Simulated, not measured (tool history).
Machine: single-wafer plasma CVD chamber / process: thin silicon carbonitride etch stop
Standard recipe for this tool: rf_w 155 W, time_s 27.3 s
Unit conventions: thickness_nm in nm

run	hour	rf_w	time_s	wafers since the last listed run	hours since the last thermocouple change	hours since the last RF generator calibration	hours since the showerhead was replaced	hours since the gauge calibration	read-back reference wafer on the same gauge, thickness_nm	thickness_nm
1	0	130	27.3	0	748	896.9	3504.3	55.8	11.899	13.798
2	23.4	130	27.3	408	771.4	920.3	3527.7	79.2	11.899	13.734
3	36.1	130	27.3	221	784.1	933	3540.4	91.9	11.9	13.7
4	62.7	155	27.3	463	810.7	959.6	3567	118.5	11.901	14.346
5	91.6	155	31	504	839.6	988.5	3595.9	147.4	11.901	16.256
6	110.7	155	29	333	858.7	1007.6	3615	166.5	11.901	15.266
7	136.4	155	29	448	884.4	1033.3	3640.7	192.2	11.899	15.181
# hour 155.3: thermocouple changed; heater temperature recalibrated
8	165.9	155	29	374	10.6	1062.8	3670.2	221.7	11.904	15.225
9	191.5	155	28.4	446	36.2	1088.4	3695.8	247.3	11.902	14.891
10	219.4	155	23.6	486	64.1	1116.3	3723.7	275.2	11.9	12.397
11	247.3	140	27.3	486	92	1144.2	3751.6	303.1	11.901	13.952
12	272.1	155	27.3	432	116.8	1169	3776.4	327.9	11.898	14.279
# hour 295: RF generator calibrated
13	295.7	155	24.6	272	140.4	0.7	3800	351.5	11.897	13.229
# hour 304.8: gauge calibrated
14	317.5	155	27.3	380	162.2	22.5	3821.8	12.7	11.901	14.605
15	346.5	175	32.2	505	191.2	51.5	3850.8	41.7	11.901	17.827
# hour 372: showerhead replaced
16	379.6	155	23.1	437	224.3	84.6	7.6	74.8	11.899	12.397
17	393.3	155	29	238	238	98.3	21.3	88.5	11.896	15.553
18	423.2	175	24.6	521	267.9	128.2	51.2	118.4	11.9	13.568
19	440.5	180	29.8	301	285.2	145.5	68.5	135.7	11.899	16.54
20	474.6	155	31.8	594	319.3	179.6	102.6	169.8	11.897	16.99

5 options for the next run, each taken on its own from the tool as it stands now. Forecast them:
A	475	155	27.3	6	319.7	180	103	170.2	?	?
B	475	180	23	6	319.7	180	103	170.2	?	?
C	475	130	21.9	6	319.7	180	103	170.2	?	?
D	475	170	30.4	6	319.7	180	103	170.2	?	?
E	475	155	22.1	6	319.7	180	103	170.2	?	?

run	read-back reference wafer on the same gauge, thickness_nm	thickness_nm
A	11.903	14.615
B	11.903	12.793
C	11.903	11.221
D	11.903	16.662
E	11.903	11.831
What these runs would have given with no unlogged condition in the tool:
run	thickness_nm
A	14.669
B	12.84
C	11.262
D	16.723
E	11.875

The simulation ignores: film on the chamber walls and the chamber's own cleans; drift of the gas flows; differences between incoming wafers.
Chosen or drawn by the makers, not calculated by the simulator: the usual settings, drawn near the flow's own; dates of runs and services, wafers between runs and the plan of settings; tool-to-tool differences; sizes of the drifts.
